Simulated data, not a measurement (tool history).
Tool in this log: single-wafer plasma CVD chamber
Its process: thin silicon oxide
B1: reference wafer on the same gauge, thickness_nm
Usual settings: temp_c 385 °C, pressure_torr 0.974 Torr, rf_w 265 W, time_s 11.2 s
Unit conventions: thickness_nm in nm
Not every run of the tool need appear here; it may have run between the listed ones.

{"run": 1, "hour": 0.0, "temp_c": 385, "pressure_torr": 0.974, "rf_w": 265, "time_s": 11.2, "B1": 23.495, "thickness_nm": 21.166}
{"run": 2, "hour": 17.6, "temp_c": 385, "pressure_torr": 0.974, "rf_w": 265, "time_s": 11.2, "B1": 23.5, "thickness_nm": 21.138}
{"run": 3, "hour": 28.5, "temp_c": 385, "pressure_torr": 0.974, "rf_w": 265, "time_s": 11.2, "B1": 23.502, "thickness_nm": 21.115}
{"run": 4, "hour": 36.9, "temp_c": 385, "pressure_torr": 0.974, "rf_w": 265, "time_s": 11.2, "B1": 23.507, "thickness_nm": 21.166}
{"run": 5, "hour": 48.1, "temp_c": 385, "pressure_torr": 0.974, "rf_w": 265, "time_s": 11.2, "B1": 23.504, "thickness_nm": 21.073}
{"run": 6, "hour": 66.0, "temp_c": 385, "pressure_torr": 0.974, "rf_w": 265, "time_s": 11.2, "B1": 23.499, "thickness_nm": 21.119}
{"run": 7, "hour": 78.8, "temp_c": 385, "pressure_torr": 0.974, "rf_w": 265, "time_s": 11.2, "B1": 23.507, "thickness_nm": 21.056}
{"run": 8, "hour": 92.7, "temp_c": 385, "pressure_torr": 0.974, "rf_w": 265, "time_s": 11.2, "B1": 23.503, "thickness_nm": 21.046}
{"run": 9, "hour": 105.5, "temp_c": 385, "pressure_torr": 0.974, "rf_w": 280, "time_s": 11.2, "B1": 23.495, "thickness_nm": 21.567}
{"run": 10, "hour": 120.2, "temp_c": 385, "pressure_torr": 0.974, "rf_w": 280, "time_s": 11.2, "B1": 23.505, "thickness_nm": 21.452}
{"hour": 141.5, "done": "showerhead replaced"}
{"hour": 149.0, "done": "thermocouple changed; heater temperature recalibrated"}
{"run": 11, "hour": 149.5, "temp_c": 385, "pressure_torr": 0.974, "rf_w": 265, "time_s": 11.2, "B1": 23.502, "thickness_nm": 20.981}
{"run": 12, "hour": 149.8, "temp_c": 385, "pressure_torr": 0.974, "rf_w": 290, "time_s": 11.2, "B1": 23.501, "thickness_nm": 21.746}
{"run": 13, "hour": 162.5, "temp_c": 385, "pressure_torr": 0.974, "rf_w": 290, "time_s": 11.2, "B1": 23.508, "thickness_nm": 21.736}
{"run": 14, "hour": 178.5, "temp_c": 385, "pressure_torr": 0.974, "rf_w": 265, "time_s": 11.2, "B1": 23.496, "thickness_nm": 20.812}
{"hour": 187.9, "done": "RF generator calibrated"}
{"run": 15, "hour": 191.8, "temp_c": 395, "pressure_torr": 0.974, "rf_w": 265, "time_s": 12.7, "B1": 23.503, "thickness_nm": 24.431}
{"run": 16, "hour": 202.9, "temp_c": 385, "pressure_torr": 1.193, "rf_w": 265, "time_s": 10.2, "B1": 23.499, "thickness_nm": 22.96}
{"run": 17, "hour": 219.9, "temp_c": 385, "pressure_torr": 0.974, "rf_w": 265, "time_s": 11.2, "B1": 23.498, "thickness_nm": 21.627}
{"run": 18, "hour": 236.8, "temp_c": 385, "pressure_torr": 1.052, "rf_w": 265, "time_s": 11.2, "B1": 23.503, "thickness_nm": 22.973}
{"hour": 245.7, "done": "gauge calibrated"}
{"run": 19, "hour": 245.8, "temp_c": 385, "pressure_torr": 0.974, "rf_w": 280, "time_s": 10.6, "B1": 23.504, "thickness_nm": 20.936}
{"hour": 253.9, "done": "capacitance manometer re-zeroed and calibrated"}
{"run": 20, "hour": 258.3, "temp_c": 370, "pressure_torr": 0.974, "rf_w": 265, "time_s": 11.2, "B1": 23.508, "thickness_nm": 23.221}
{"run": 21, "hour": 267.5, "temp_c": 385, "pressure_torr": 0.88, "rf_w": 265, "time_s": 11.2, "B1": 23.498, "thickness_nm": 21.162}
{"run": 22, "hour": 276.8, "temp_c": 372, "pressure_torr": 0.974, "rf_w": 265, "time_s": 9.7, "B1": 23.494, "thickness_nm": 20.138}
{"run": 23, "hour": 291.1, "temp_c": 378, "pressure_torr": 0.974, "rf_w": 265, "time_s": 13.4, "B1": 23.504, "thickness_nm": 27.667}
{"run": 24, "hour": 305.6, "temp_c": 390, "pressure_torr": 1.094, "rf_w": 290, "time_s": 12.8, "B1": 23.499, "thickness_nm": 29.533}
{"run": 25, "hour": 322.8, "temp_c": 371, "pressure_torr": 0.843, "rf_w": 265, "time_s": 11.2, "B1": 23.501, "thickness_nm": 20.551}
{"run": 26, "hour": 329.5, "temp_c": 385, "pressure_torr": 0.974, "rf_w": 265, "time_s": 11.2, "B1": 23.5, "thickness_nm": 23.025}
{"run": 27, "hour": 337.4, "temp_c": 390, "pressure_torr": 0.974, "rf_w": 265, "time_s": 11.2, "B1": 23.499, "thickness_nm": 22.974}
{"run": 28, "hour": 345.3, "temp_c": 385, "pressure_torr": 0.974, "rf_w": 265, "time_s": 11.2, "B1": 23.502, "thickness_nm": 23.062}
{"run": 29, "hour": 362.4, "temp_c": 385, "pressure_torr": 0.974, "rf_w": 265, "time_s": 11.2, "B1": 23.499, "thickness_nm": 22.984}

What if the next run were any one of these 4? Each begins from the tool's condition after run 29:
{"run": "A", "hour": 362.8, "temp_c": 385, "pressure_torr": 0.974, "rf_w": 265, "time_s": 12.7, "B1": "?", "thickness_nm": "?"}
{"run": "B", "hour": 362.8, "temp_c": 385, "pressure_torr": 0.74, "rf_w": 265, "time_s": 12.6, "B1": "?", "thickness_nm": "?"}
{"run": "C", "hour": 362.8, "temp_c": 381, "pressure_torr": 0.82, "rf_w": 215, "time_s": 12.1, "B1": "?", "thickness_nm": "?"}
{"run": "D", "hour": 362.8, "temp_c": 385, "pressure_torr": 1.214, "rf_w": 220, "time_s": 9.3, "B1": "?", "thickness_nm": "?"}

run=A B1=23.498 thickness_nm=26.174
run=B B1=23.498 thickness_nm=20.222
run=C B1=23.498 thickness_nm=19.664
run=D B1=23.498 thickness_nm=20.569
With the hidden condition removed and each run's random variation left untouched, the same runs would have given:
run=A thickness_nm=26.673
run=B thickness_nm=20.667
run=C thickness_nm=20.078
run=D thickness_nm=20.838

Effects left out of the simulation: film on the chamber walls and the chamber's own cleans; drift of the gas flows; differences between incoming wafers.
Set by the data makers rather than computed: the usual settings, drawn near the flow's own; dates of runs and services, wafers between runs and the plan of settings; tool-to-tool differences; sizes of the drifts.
